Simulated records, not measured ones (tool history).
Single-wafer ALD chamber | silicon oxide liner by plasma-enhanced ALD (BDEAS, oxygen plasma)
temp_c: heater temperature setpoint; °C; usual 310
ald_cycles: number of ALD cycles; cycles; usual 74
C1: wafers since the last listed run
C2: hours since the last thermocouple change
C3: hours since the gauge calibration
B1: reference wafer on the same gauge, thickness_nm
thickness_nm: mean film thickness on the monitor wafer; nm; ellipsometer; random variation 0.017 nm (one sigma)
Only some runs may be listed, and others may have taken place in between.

run 1 hour=0 | temp_c=310 ald_cycles=74 | C1=0 C2=2444.4 C3=371.6 | B1=7.503 | thickness_nm=6.88
run 2 hour=65 | temp_c=310 ald_cycles=74 | C1=423 C2=2509.4 C3=436.6 | B1=7.491 | thickness_nm=6.867
run 3 hour=129.2 | temp_c=310 ald_cycles=74 | C1=417 C2=2573.6 C3=500.8 | B1=7.481 | thickness_nm=6.88
run 4 hour=204.3 | temp_c=310 ald_cycles=74 | C1=488 C2=2648.7 C3=575.9 | B1=7.48 | thickness_nm=6.886
run 5 hour=257.5 | temp_c=310 ald_cycles=74 | C1=346 C2=2701.9 C3=629.1 | B1=7.465 | thickness_nm=6.849
run 6 hour=317.7 | temp_c=310 ald_cycles=78 | C1=391 C2=2762.1 C3=689.3 | B1=7.457 | thickness_nm=7.225
run 7 hour=381.1 | temp_c=310 ald_cycles=74 | C1=412 C2=2825.5 C3=752.7 | B1=7.446 | thickness_nm=6.856
run 8 hour=425.1 | temp_c=310 ald_cycles=74 | C1=286 C2=2869.5 C3=796.7 | B1=7.441 | thickness_nm=6.818
-- hour=459.2 thermocouple changed; heater temperature recalibrated
run 9 hour=465 | temp_c=310 ald_cycles=74 | C1=207 C2=5.8 C3=836.6 | B1=7.431 | thickness_nm=6.84
-- hour=498.4 gauge calibrated
run 10 hour=502.7 | temp_c=310 ald_cycles=61 | C1=245 C2=43.5 C3=4.3 | B1=7.532 | thickness_nm=5.721
run 11 hour=536.5 | temp_c=304 ald_cycles=68 | C1=219 C2=77.3 C3=38.1 | B1=7.524 | thickness_nm=6.418
run 12 hour=594.9 | temp_c=310 ald_cycles=74 | C1=380 C2=135.7 C3=96.5 | B1=7.536 | thickness_nm=6.918
run 13 hour=656.4 | temp_c=316 ald_cycles=74 | C1=400 C2=197.2 C3=158 | B1=7.527 | thickness_nm=6.877
run 14 hour=683.7 | temp_c=310 ald_cycles=74 | C1=177 C2=224.5 C3=185.3 | B1=7.525 | thickness_nm=6.937
run 15 hour=730 | temp_c=320 ald_cycles=70 | C1=301 C2=270.8 C3=231.6 | B1=7.522 | thickness_nm=6.454
run 16 hour=770.8 | temp_c=304 ald_cycles=79 | C1=265 C2=311.6 C3=272.4 | B1=7.522 | thickness_nm=7.427
run 17 hour=834.3 | temp_c=310 ald_cycles=74 | C1=413 C2=375.1 C3=335.9 | B1=7.511 | thickness_nm=6.92
run 18 hour=874 | temp_c=310 ald_cycles=68 | C1=258 C2=414.8 C3=375.6 | B1=7.509 | thickness_nm=6.34

Take each entry between the runs: how does the hidden state at the last listed run before it differ from the hidden state at the first listed run after it?
In the gap between runs 8 and 9: thermocouple changed; heater temperature recalibrated (hour 459.2)
  gauge reads high (%): -0.963 -> -1.07
  what was measured, less what the result would be without the hidden state, thickness_nm: -0.067 -> -0.074 nm
In the gap between runs 9 and 10: gauge calibrated (hour 498.4)
  gauge reads high (%): -1.07 -> 0.259
  what was measured, less what the result would be without the hidden state, thickness_nm: -0.074 -> +0.015 nm
